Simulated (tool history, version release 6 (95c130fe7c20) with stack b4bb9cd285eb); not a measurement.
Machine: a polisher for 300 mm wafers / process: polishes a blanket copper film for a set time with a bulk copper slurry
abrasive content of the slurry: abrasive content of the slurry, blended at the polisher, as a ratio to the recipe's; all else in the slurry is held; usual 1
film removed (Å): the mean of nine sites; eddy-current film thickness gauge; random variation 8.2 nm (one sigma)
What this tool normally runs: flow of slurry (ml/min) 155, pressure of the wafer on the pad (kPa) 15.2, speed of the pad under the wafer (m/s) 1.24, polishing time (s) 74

run,day,flow of slurry (ml/min),pressure of the wafer on the pad (kPa),speed of the pad under the wafer (m/s),abrasive content of the slurry,polishing time (s),"incoming thickness of the incoming film, nm",film removed (Å)
1,0,155,15.2,1.24,1,74,3967,6517
# day 0.725: worn pad replaced by a new one
2,0.746,155,15.2,1.24,1,74,3937.7,6512
3,1.329,155,15.2,1.24,1,74,3991.4,6380
4,2.45,155,15.2,1.24,1,63,4016.7,5427
5,3.038,155,15.2,1.24,1,74,3984.6,6268
# day 3.475: worn pad replaced by a new one
6,3.688,155,15.2,1.24,1,74,3903.1,6177
7,4.275,155,15.2,1.24,1,74,3932.9,6013
8,4.767,155,15.2,1.24,1,74,4058.7,6095
# day 5.021: head pressure recalibrated
9,5.362,155,15.2,1.24,1,74,3971.8,6117
10,5.971,155,15.2,1.24,1,74,3929.1,6162
# day 6.242: worn pad replaced by a new one
11,6.625,155,15.2,1.24,1,74,3898.1,5987
12,6.933,155,15.2,1.24,1,74,3988.4,5987
13,8.258,155,15.2,1.24,1,74,4008.3,5879
14,8.833,205,15.2,1.24,1,56,3935.1,4713
# day 9.046: worn pad replaced by a new one
15,9.346,120,15.2,1.66,0.85,84,3942.4,7436

Run 16 has not been measured yet. What should we expect?
# day 10.133: slurry blender recalibrated
16,10.154,155,15.2,1.36,1.1,95,3976.1,?

{"run 16": {"film removed (Å)": 8849}}
Minus the tool's unlogged condition, the same run would have read film removed (Å) 10294.
